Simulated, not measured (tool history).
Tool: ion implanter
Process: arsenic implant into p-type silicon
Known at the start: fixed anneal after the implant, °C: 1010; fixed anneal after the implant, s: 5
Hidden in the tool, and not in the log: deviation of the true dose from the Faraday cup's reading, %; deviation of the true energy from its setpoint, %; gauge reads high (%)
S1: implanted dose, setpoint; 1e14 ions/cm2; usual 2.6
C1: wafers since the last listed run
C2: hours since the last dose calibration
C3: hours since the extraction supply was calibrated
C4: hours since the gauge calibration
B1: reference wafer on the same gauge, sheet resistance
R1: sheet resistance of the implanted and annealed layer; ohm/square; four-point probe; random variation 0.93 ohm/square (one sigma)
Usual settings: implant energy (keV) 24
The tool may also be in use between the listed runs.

{"run": 1, "hour": 0.0, "S1": 2.6, "implant energy (keV)": 30, "C1": 0, "C2": 1324.4, "C3": 4982.7, "C4": 503.4, "B1": 379.08, "R1": 360}
{"run": 2, "hour": 33.3, "S1": 2.6, "implant energy (keV)": 24, "C1": 1031, "C2": 1357.7, "C3": 5016, "C4": 536.7, "B1": 379.12, "R1": 372.13}
{"run": 3, "hour": 75.0, "S1": 2.6, "implant energy (keV)": 24, "C1": 1291, "C2": 1399.4, "C3": 5057.7, "C4": 578.4, "B1": 379.25, "R1": 371.66}
{"run": 4, "hour": 126.7, "S1": 2.6, "implant energy (keV)": 24, "C1": 1601, "C2": 1451.1, "C3": 5109.4, "C4": 630.1, "B1": 378.85, "R1": 371.28}
{"run": 5, "hour": 156.7, "S1": 2.6, "implant energy (keV)": 24, "C1": 929, "C2": 1481.1, "C3": 5139.4, "C4": 660.1, "B1": 379.28, "R1": 371.89}
{"run": 6, "hour": 220.5, "S1": 2.6, "implant energy (keV)": 24, "C1": 1976, "C2": 1544.9, "C3": 5203.2, "C4": 723.9, "B1": 379.24, "R1": 371.3}
{"run": 7, "hour": 269.5, "S1": 2.6, "implant energy (keV)": 24, "C1": 1518, "C2": 1593.9, "C3": 5252.2, "C4": 772.9, "B1": 378.71, "R1": 369.67}
{"run": 8, "hour": 329.9, "S1": 2.6, "implant energy (keV)": 24, "C1": 1871, "C2": 1654.3, "C3": 5312.6, "C4": 833.3, "B1": 378.83, "R1": 372.87}
{"run": 9, "hour": 359.8, "S1": 2.6, "implant energy (keV)": 19.5, "C1": 926, "C2": 1684.2, "C3": 5342.5, "C4": 863.2, "B1": 379.25, "R1": 383.45}
{"run": 10, "hour": 413.7, "S1": 2.6, "implant energy (keV)": 19.5, "C1": 1669, "C2": 1738.1, "C3": 5396.4, "C4": 917.1, "B1": 379.19, "R1": 383.64}
{"run": 11, "hour": 464.4, "S1": 2.6, "implant energy (keV)": 24, "C1": 1570, "C2": 1788.8, "C3": 5447.1, "C4": 967.8, "B1": 379.26, "R1": 371.38}
{"run": 12, "hour": 534.3, "S1": 2.21, "implant energy (keV)": 24, "C1": 2165, "C2": 1858.7, "C3": 5517, "C4": 1037.7, "B1": 379.02, "R1": 418.11}
{"hour": 551.1, "done": "Faraday cup replaced and dose calibrated"}
{"run": 13, "hour": 589.2, "S1": 2.21, "implant energy (keV)": 24, "C1": 1452, "C2": 38.1, "C3": 5571.9, "C4": 1092.6, "B1": 379.36, "R1": 428.41}
{"run": 14, "hour": 621.9, "S1": 2.21, "implant energy (keV)": 24, "C1": 1013, "C2": 70.8, "C3": 5604.6, "C4": 1125.3, "B1": 378.79, "R1": 428.99}
{"hour": 628.3, "done": "gauge calibrated"}
{"run": 15, "hour": 692.8, "S1": 2.92, "implant energy (keV)": 24, "C1": 2196, "C2": 141.7, "C3": 5675.5, "C4": 64.5, "B1": 379.08, "R1": 348.39}
{"run": 16, "hour": 758.8, "S1": 2.92, "implant energy (keV)": 24, "C1": 2044, "C2": 207.7, "C3": 5741.5, "C4": 130.5, "B1": 378.84, "R1": 348.32}
{"run": 17, "hour": 821.0, "S1": 2.04, "implant energy (keV)": 24, "C1": 1927, "C2": 269.9, "C3": 5803.7, "C4": 192.7, "B1": 378.97, "R1": 451.15}
{"hour": 840.2, "done": "extraction supply calibrated"}
{"run": 18, "hour": 857.9, "S1": 2.85, "implant energy (keV)": 18.5, "C1": 895, "C2": 306.8, "C3": 17.7, "C4": 229.6, "B1": 378.91, "R1": 365.83}
{"run": 19, "hour": 889.3, "S1": 3.09, "implant energy (keV)": 26.5, "C1": 972, "C2": 338.2, "C3": 49.1, "C4": 261, "B1": 379.03, "R1": 329.06}
{"run": 20, "hour": 930.4, "S1": 2.26, "implant energy (keV)": 30.5, "C1": 1273, "C2": 379.3, "C3": 90.2, "C4": 302.1, "B1": 378.64, "R1": 403.35}
{"run": 21, "hour": 976.4, "S1": 3.28, "implant energy (keV)": 24, "C1": 1425, "C2": 425.3, "C3": 136.2, "C4": 348.1, "B1": 378.65, "R1": 316.94}
{"run": 22, "hour": 1028.1, "S1": 2.99, "implant energy (keV)": 29, "C1": 1601, "C2": 477, "C3": 187.9, "C4": 399.8, "B1": 379.24, "R1": 329.67}
{"run": 23, "hour": 1088.0, "S1": 2.6, "implant energy (keV)": 21, "C1": 1855, "C2": 536.9, "C3": 247.8, "C4": 459.7, "B1": 379.36, "R1": 383.23}
{"run": 24, "hour": 1130.5, "S1": 2.6, "implant energy (keV)": 26.5, "C1": 1316, "C2": 579.4, "C3": 290.3, "C4": 502.2, "B1": 378.85, "R1": 370.54}
{"run": 25, "hour": 1162.3, "S1": 3.18, "implant energy (keV)": 30.5, "C1": 985, "C2": 611.2, "C3": 322.1, "C4": 534, "B1": 379.31, "R1": 313.8}
{"run": 26, "hour": 1210.9, "S1": 2.6, "implant energy (keV)": 30, "C1": 1505, "C2": 659.8, "C3": 370.7, "C4": 582.6, "B1": 379.54, "R1": 362.4}
{"run": 27, "hour": 1244.3, "S1": 3.07, "implant energy (keV)": 17, "C1": 1034, "C2": 693.2, "C3": 404.1, "C4": 616, "B1": 378.89, "R1": 347.41}
{"run": 28, "hour": 1276.6, "S1": 2.92, "implant energy (keV)": 18, "C1": 1000, "C2": 725.5, "C3": 436.4, "C4": 648.3, "B1": 378.78, "R1": 359.05}
{"run": 29, "hour": 1333.9, "S1": 3.09, "implant energy (keV)": 17, "C1": 1775, "C2": 782.8, "C3": 493.7, "C4": 705.6, "B1": 379.08, "R1": 345.12}
{"run": 30, "hour": 1385.3, "S1": 1.94, "implant energy (keV)": 16, "C1": 1592, "C2": 834.2, "C3": 545.1, "C4": 757, "B1": 379.22, "R1": 493.05}
{"run": 31, "hour": 1410.1, "S1": 2.6, "implant energy (keV)": 24, "C1": 768, "C2": 859, "C3": 569.9, "C4": 781.8, "B1": 378.99, "R1": 373.36}
{"run": 32, "hour": 1471.6, "S1": 2.6, "implant energy (keV)": 24, "C1": 1905, "C2": 920.5, "C3": 631.4, "C4": 843.3, "B1": 378.57, "R1": 374.18}

3 ways to go on from here, each from the tool as it stands after run 32. What would each give?
{"run": "A", "hour": 1472.0, "S1": 2.6, "implant energy (keV)": 32, "C1": 12, "C2": 920.9, "C3": 631.8, "C4": 843.7, "B1": "?", "R1": "?"}
{"run": "B", "hour": 1472.0, "S1": 3.24, "implant energy (keV)": 26.5, "C1": 12, "C2": 920.9, "C3": 631.8, "C4": 843.7, "B1": "?", "R1": "?"}
{"run": "C", "hour": 1472.0, "S1": 2.26, "implant energy (keV)": 17.5, "C1": 12, "C2": 920.9, "C3": 631.8, "C4": 843.7, "B1": "?", "R1": "?"}

run=A B1=378.77 R1=358.45
run=B B1=378.77 R1=313.68
run=C B1=378.77 R1=433.95
Without the tool's hidden state the same runs would have given:
run=A R1=364.3
run=B R1=318.86
run=C R1=441.14

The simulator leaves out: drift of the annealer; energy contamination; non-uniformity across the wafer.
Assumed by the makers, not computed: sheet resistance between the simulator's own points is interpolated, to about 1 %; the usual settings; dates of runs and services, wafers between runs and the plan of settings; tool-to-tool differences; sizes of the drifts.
